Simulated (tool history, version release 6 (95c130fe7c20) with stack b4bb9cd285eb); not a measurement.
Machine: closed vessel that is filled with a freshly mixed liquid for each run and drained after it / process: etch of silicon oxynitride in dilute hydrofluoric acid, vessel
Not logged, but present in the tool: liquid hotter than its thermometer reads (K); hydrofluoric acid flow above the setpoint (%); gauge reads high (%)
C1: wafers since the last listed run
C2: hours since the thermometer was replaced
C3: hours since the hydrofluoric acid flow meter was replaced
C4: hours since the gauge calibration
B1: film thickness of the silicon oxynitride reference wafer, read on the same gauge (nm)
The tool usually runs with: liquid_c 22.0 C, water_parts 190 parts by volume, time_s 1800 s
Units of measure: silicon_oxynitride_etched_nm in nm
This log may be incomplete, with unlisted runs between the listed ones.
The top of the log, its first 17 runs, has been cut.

{"run": 18, "hour": 187.5, "liquid_c": 22.0, "water_parts": 190, "time_s": 1800, "C1": 499, "C2": 1875.7, "C3": 103.5, "C4": 63.9, "B1": 49.99, "silicon_oxynitride_etched_nm": 21.41}
{"run": 19, "hour": 196.0, "liquid_c": 22.0, "water_parts": 190, "time_s": 1800, "C1": 321, "C2": 1884.2, "C3": 112.0, "C4": 72.4, "B1": 50.01, "silicon_oxynitride_etched_nm": 21.59}
{"run": 20, "hour": 208.1, "liquid_c": 22.0, "water_parts": 190, "time_s": 2790, "C1": 458, "C2": 1896.3, "C3": 124.1, "C4": 84.5, "B1": 50.0, "silicon_oxynitride_etched_nm": 33.25}
{"run": 21, "hour": 222.7, "liquid_c": 22.0, "water_parts": 245, "time_s": 1800, "C1": 552, "C2": 1910.9, "C3": 138.7, "C4": 99.1, "B1": 49.99, "silicon_oxynitride_etched_nm": 16.09}
{"run": 22, "hour": 232.6, "liquid_c": 19.5, "water_parts": 215, "time_s": 1800, "C1": 374, "C2": 1920.8, "C3": 148.6, "C4": 109.0, "B1": 50.0, "silicon_oxynitride_etched_nm": 16.61}
{"run": 23, "hour": 249.3, "liquid_c": 19.0, "water_parts": 125, "time_s": 1115, "C1": 632, "C2": 1937.5, "C3": 165.3, "C4": 125.7, "B1": 49.99, "silicon_oxynitride_etched_nm": 18.52}
{"hour": 261.2, "done": "thermometer replaced"}
{"run": 24, "hour": 265.0, "liquid_c": 23.5, "water_parts": 280, "time_s": 2175, "C1": 556, "C2": 3.8, "C3": 181.0, "C4": 141.4, "B1": 49.99, "silicon_oxynitride_etched_nm": 17.76}
{"run": 25, "hour": 277.6, "liquid_c": 22.0, "water_parts": 190, "time_s": 1800, "C1": 477, "C2": 16.4, "C3": 193.6, "C4": 154.0, "B1": 50.01, "silicon_oxynitride_etched_nm": 21.63}
{"run": 26, "hour": 287.9, "liquid_c": 22.0, "water_parts": 105, "time_s": 2765, "C1": 390, "C2": 26.7, "C3": 203.9, "C4": 164.3, "B1": 50.0, "silicon_oxynitride_etched_nm": 63.96}
{"run": 27, "hour": 294.6, "liquid_c": 19.0, "water_parts": 275, "time_s": 1800, "C1": 253, "C2": 33.4, "C3": 210.6, "C4": 171.0, "B1": 50.01, "silicon_oxynitride_etched_nm": 12.41}
{"run": 28, "hour": 309.4, "liquid_c": 22.0, "water_parts": 190, "time_s": 1800, "C1": 560, "C2": 48.2, "C3": 225.4, "C4": 185.8, "B1": 50.03, "silicon_oxynitride_etched_nm": 21.63}
{"run": 29, "hour": 320.5, "liquid_c": 22.0, "water_parts": 190, "time_s": 1800, "C1": 420, "C2": 59.3, "C3": 236.5, "C4": 196.9, "B1": 49.97, "silicon_oxynitride_etched_nm": 21.78}
{"run": 30, "hour": 327.5, "liquid_c": 22.0, "water_parts": 190, "time_s": 1800, "C1": 265, "C2": 66.3, "C3": 243.5, "C4": 203.9, "B1": 49.99, "silicon_oxynitride_etched_nm": 21.79}
{"run": 31, "hour": 342.8, "liquid_c": 20.0, "water_parts": 165, "time_s": 1510, "C1": 579, "C2": 81.6, "C3": 258.8, "C4": 219.2, "B1": 50.01, "silicon_oxynitride_etched_nm": 19.54}
{"run": 32, "hour": 358.0, "liquid_c": 22.0, "water_parts": 140, "time_s": 2425, "C1": 575, "C2": 96.8, "C3": 274.0, "C4": 234.4, "B1": 50.0, "silicon_oxynitride_etched_nm": 41.16}

Alternative continuations, all from the tool just after run 32; predict every row:
{"run": "A", "hour": 359.1, "liquid_c": 25.0, "water_parts": 190, "time_s": 1800, "C1": 41, "C2": 97.9, "C3": 275.1, "C4": 235.5, "B1": "?", "silicon_oxynitride_etched_nm": "?"}
{"run": "B", "hour": 359.1, "liquid_c": 20.0, "water_parts": 190, "time_s": 2460, "C1": 41, "C2": 97.9, "C3": 275.1, "C4": 235.5, "B1": "?", "silicon_oxynitride_etched_nm": "?"}
{"run": "C", "hour": 359.1, "liquid_c": 24.0, "water_parts": 265, "time_s": 1155, "C1": 41, "C2": 97.9, "C3": 275.1, "C4": 235.5, "B1": "?", "silicon_oxynitride_etched_nm": "?"}
{"run": "D", "hour": 359.1, "liquid_c": 24.0, "water_parts": 270, "time_s": 1060, "C1": 41, "C2": 97.9, "C3": 275.1, "C4": 235.5, "B1": "?", "silicon_oxynitride_etched_nm": "?"}
{"run": "E", "hour": 359.1, "liquid_c": 18.0, "water_parts": 110, "time_s": 1800, "C1": 41, "C2": 97.9, "C3": 275.1, "C4": 235.5, "B1": "?", "silicon_oxynitride_etched_nm": "?"}

run=A B1=49.99 silicon_oxynitride_etched_nm=25.15
run=B B1=49.99 silicon_oxynitride_etched_nm=27.36
run=C B1=49.99 silicon_oxynitride_etched_nm=10.49
run=D B1=49.99 silicon_oxynitride_etched_nm=9.42
run=E B1=49.99 silicon_oxynitride_etched_nm=33.06
Had the tool no hidden state, the same runs would have come out as:
run=A silicon_oxynitride_etched_nm=24.26
run=B silicon_oxynitride_etched_nm=26.41
run=C silicon_oxynitride_etched_nm=10.11
run=D silicon_oxynitride_etched_nm=9.07
run=E silicon_oxynitride_etched_nm=31.97
